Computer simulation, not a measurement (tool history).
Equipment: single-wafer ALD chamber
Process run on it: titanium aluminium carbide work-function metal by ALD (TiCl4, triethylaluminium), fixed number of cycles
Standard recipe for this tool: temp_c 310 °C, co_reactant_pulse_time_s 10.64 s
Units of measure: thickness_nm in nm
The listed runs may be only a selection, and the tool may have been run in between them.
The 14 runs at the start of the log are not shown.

run	hour	temp_c	co_reactant_pulse_time_s	wafers since the last listed run	hours since the last thermocouple change	hours since the last triethylaluminium bottle change	hours since the showerhead was replaced	hours since the gauge calibration	read-back reference wafer on the same gauge, thickness_nm	thickness_nm
15	1211.2	302	10.64	1829	476.3	404.7	6641.1	364.6	2.369	2.036
16	1317.2	310	10.64	1800	582.3	510.7	6747.1	470.6	2.367	2.09
# hour 1334.2: showerhead replaced
# hour 1383.8: triethylaluminium bottle replaced
17	1421.4	295	13.92	1497	686.5	37.6	87.2	574.8	2.37	2.027
18	1473.6	310	10.64	886	738.7	89.8	139.4	627	2.372	2.099
19	1566	321	10.64	1569	831.1	182.2	231.8	719.4	2.369	2.178
20	1650.2	324	13.6	1429	915.3	266.4	316	803.6	2.369	2.248
21	1703.5	298	9.38	905	968.6	319.7	369.3	856.9	2.371	1.971
22	1741.1	321	6.58	638	1006.2	357.3	406.9	894.5	2.37	2.019
23	1805.9	303	9.12	1100	1071	422.1	471.7	959.3	2.371	1.998
24	1843.3	306	8.13	635	1108.4	459.5	509.1	996.7	2.37	1.975
# hour 1899.4: thermocouple changed; heater temperature recalibrated
25	1924.6	315	6.74	1244	25.2	540.8	590.4	1078	2.369	1.955
26	2015.1	310	10.64	1536	115.7	631.3	680.9	1168.5	2.37	2.054
27	2053.7	297	10.64	655	154.3	669.9	719.5	1207.1	2.369	1.959
# hour 2079.6: triethylaluminium bottle replaced
28	2124.6	310	7.63	1068	225.2	45	790.4	1278	2.371	2.011
29	2219	315	13.26	1603	319.6	139.4	884.8	1372.4	2.37	2.172
30	2281.7	315	6.74	1064	382.3	202.1	947.5	1435.1	2.369	1.996
31	2350.3	316	10.64	1165	450.9	270.7	1016.1	1503.7	2.37	2.145

What if the next run were any one of these 5? Each begins from the tool's condition after run 31:
A	2350.7	310	10.64	6	451.3	271.1	1016.5	1504.1	?	?
B	2350.7	320	12.53	6	451.3	271.1	1016.5	1504.1	?	?
C	2350.7	314	11.87	6	451.3	271.1	1016.5	1504.1	?	?
D	2350.7	320	14.43	6	451.3	271.1	1016.5	1504.1	?	?
E	2350.7	310	6.96	6	451.3	271.1	1016.5	1504.1	?	?

run	read-back reference wafer on the same gauge, thickness_nm	thickness_nm
A	2.37	2.086
B	2.37	2.192
C	2.37	2.137
D	2.37	2.209
E	2.37	1.958
Without the tool's hidden state the same runs would have given:
run	thickness_nm
A	2.097
B	2.2
C	2.146
D	2.214
E	1.982
